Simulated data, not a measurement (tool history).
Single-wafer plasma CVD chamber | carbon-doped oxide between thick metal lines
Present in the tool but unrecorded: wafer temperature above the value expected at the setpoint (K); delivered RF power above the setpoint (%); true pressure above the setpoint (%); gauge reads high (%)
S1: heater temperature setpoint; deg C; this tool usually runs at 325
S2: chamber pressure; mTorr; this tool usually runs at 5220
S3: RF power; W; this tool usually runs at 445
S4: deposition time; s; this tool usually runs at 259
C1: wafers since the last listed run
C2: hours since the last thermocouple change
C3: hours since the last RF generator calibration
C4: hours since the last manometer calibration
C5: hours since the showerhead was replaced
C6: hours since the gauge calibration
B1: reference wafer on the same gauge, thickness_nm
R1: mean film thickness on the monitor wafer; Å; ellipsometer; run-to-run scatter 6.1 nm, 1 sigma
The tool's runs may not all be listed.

run	hour	S1	S2	S3	S4	C1	C2	C3	C4	C5	C6	B1	R1
1	0	322	5220	445	259	0	2418.8	642.7	801.8	3086.1	1812.8	1280.86	13200.68
2	75.7	322	5220	445	259	330	2494.5	718.4	877.5	3161.8	1888.5	1282.488	13246.84
# hour 115.9: gauge calibrated
3	125.3	325	5220	445	259	216	2544.1	768	927.1	3211.4	9.4	1278.668	13041.61
4	170.9	325	5220	445	259	199	2589.7	813.6	972.7	3257	55	1277.727	13133.44
5	217	325	4650	480	259	201	2635.8	859.7	1018.8	3303.1	101.1	1280.465	13385.47
# hour 248.6: showerhead replaced
6	286.6	325	4650	480	259	268	2705.4	929.3	1088.4	38	170.7	1277.991	13318.39
# hour 454.8: thermocouple changed; heater temperature recalibrated
7	461.8	325	4650	480	259	729	7	1104.5	1263.6	213.2	345.9	1278.541	12880.94
8	525.2	325	6220	500	259	276	70.4	1167.9	1327	276.6	409.3	1279.917	13898.77
# hour 580.2: capacitance manometer re-zeroed and calibrated
9	608.8	325	6220	500	259	329	154	1251.5	28.6	360.2	492.9	1280.338	13826.11
10	689.5	325	5220	505	259	352	234.7	1332.2	109.3	440.9	573.6	1281.239	13606.54
11	726.6	325	5220	445	259	161	271.8	1369.3	146.4	478	610.7	1279.436	12673.85
12	775.2	325	5220	445	286	212	320.4	1417.9	195	526.6	659.3	1278.064	14043.81
13	876	325	5220	485	210	439	421.2	1518.7	295.8	627.4	760.1	1279.532	10843.96
14	955.7	325	5220	395	259	347	500.9	1598.4	375.5	707.1	839.8	1279.931	11876.31
15	1039.1	325	5220	445	232	363	584.3	1681.8	458.9	790.5	923.2	1279.902	11478.54
16	1125.7	325	5220	445	259	377	670.9	1768.4	545.5	877.1	1009.8	1281.28	12629.94
17	1220.4	336	5220	505	294	413	765.6	1863.1	640.2	971.8	1104.5	1279.736	14847.84
# hour 1292.3: RF generator calibrated
18	1292.8	325	5220	445	259	281	838	0.5	712.6	1044.2	1176.9	1282.122	13230.16
19	1372.8	325	5220	445	259	349	918	80.5	792.6	1124.2	1256.9	1279.116	13026.93
20	1409.4	333	6010	445	259	159	954.6	117.1	829.2	1160.8	1293.5	1279.159	13076.22
21	1491.8	312	5220	495	259	359	1037	199.5	911.6	1243.2	1375.9	1279.163	14615.85
22	1547.9	325	5220	445	294	244	1093.1	255.6	967.7	1299.3	1432	1280.168	14825.85
23	1593.4	325	5220	395	240	198	1138.6	301.1	1013.2	1344.8	1477.5	1278.069	11379.67

Run 24 comes next. What will it give?
24	1677.4	331	4490	420	289	366	1222.6	385.1	1097.2	1428.8	1561.5	?	?

B1: 1280.363
R1: 13455 Å
Had the tool carried no hidden state, the very same run would have given R1 13373.56 Å.
